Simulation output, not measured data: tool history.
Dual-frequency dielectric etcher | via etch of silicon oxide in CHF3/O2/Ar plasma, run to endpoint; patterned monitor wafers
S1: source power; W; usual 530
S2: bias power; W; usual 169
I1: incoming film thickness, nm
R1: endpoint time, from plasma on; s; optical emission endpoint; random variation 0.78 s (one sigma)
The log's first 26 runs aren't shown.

run	hour	S1	S2	I1	R1
27	408.6	400	208	446.7	242.9
28	415.7	530	169	447.1	255.3
29	425.8	530	169	445.0	255.4
30	439.2	610	130	447.1	287.9
31	469.3	650	141	447.0	271.9
32	479.9	530	191	442.8	237.8
33	496.3	570	202	446.8	230.5
34	502.4	410	197	445.0	246.2
35	518.0	530	147	444.3	274.4
36	531.9	610	169	442.8	246.9

3 ways to go on from here, each from the tool as it stands after run 36. What would each give?
A	532.4	530	180	445.1	?
B	532.4	610	154	445.1	?
C	532.4	600	169	445.1	?

run	R1
A	244.3
B	258.3
C	246.5
Without the tool's hidden state the same runs would have given:
run	R1
A	250.6
B	265.0
C	252.9
